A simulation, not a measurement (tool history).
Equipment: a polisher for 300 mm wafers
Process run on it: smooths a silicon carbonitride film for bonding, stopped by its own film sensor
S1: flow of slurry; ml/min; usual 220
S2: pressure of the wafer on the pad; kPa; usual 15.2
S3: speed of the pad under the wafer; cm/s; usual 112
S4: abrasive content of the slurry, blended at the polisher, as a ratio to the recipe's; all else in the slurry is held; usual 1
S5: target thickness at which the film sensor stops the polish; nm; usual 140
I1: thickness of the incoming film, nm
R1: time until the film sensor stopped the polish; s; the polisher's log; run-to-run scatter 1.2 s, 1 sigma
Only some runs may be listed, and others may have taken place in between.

run   hour   S1    S2   S3    S4   S5     I1     R1
  1      0  220  15.2  112  0.85  137  162.9  105.9
  2   10.3  250  15.2  112     1  140  158.9   74.6
      26.8  -- worn pad replaced by a new one
  3   27.3  220  15.2  112     1  140  161.6   77.6
      30.4  -- head pressure recalibrated
  4   36.3  220  15.2  112     1  140  160.3   74.9
  5   46.2  220  12.4   74     1  140  160.7  107.9
  6   58.4  220  15.2  112     1  140    161   77.8
  7   70.5  220  17.9   76     1  140  158.5   71.9
  8   81.1  220  15.2  112     1  137  159.3   83.3
  9   90.2  220  15.2  112   0.7  140  157.9   74.1
 10  102.2  170  15.2  112     1  147  161.3   54.9
 11  114.2  220  15.2  112     1  140  160.6   75.8
 12  129.2  220  15.2  100     1  140  157.8   75.1
     135.4  -- slurry nozzle cleaned
 13  138.5  220  15.2  112     1  140  161.3   82.8
     147.8  -- worn pad replaced by a new one
 14  148.3  220  15.2  112     1  140  159.6   69.6
 15  162.9  175  18.6  112     1  140    159   59.9
 16  192.7  155  13.8  112   0.9  133  161.3  122.7
 17  202.3  220  15.2  112     1  140  160.7   75.4
 18  217.6  220  15.2  112     1  140  158.6   69.7
 19  229.4  220  13.1  112  1.25  138  159.1   82.4

Estimate the outcome of run 20 from the log above:
 20  245.3  220  15.2  84   1  140  159.2   ?

{"run 20": {"R1": 86}}
Had the tool carried no hidden state, the very same run would have given R1 81 s.
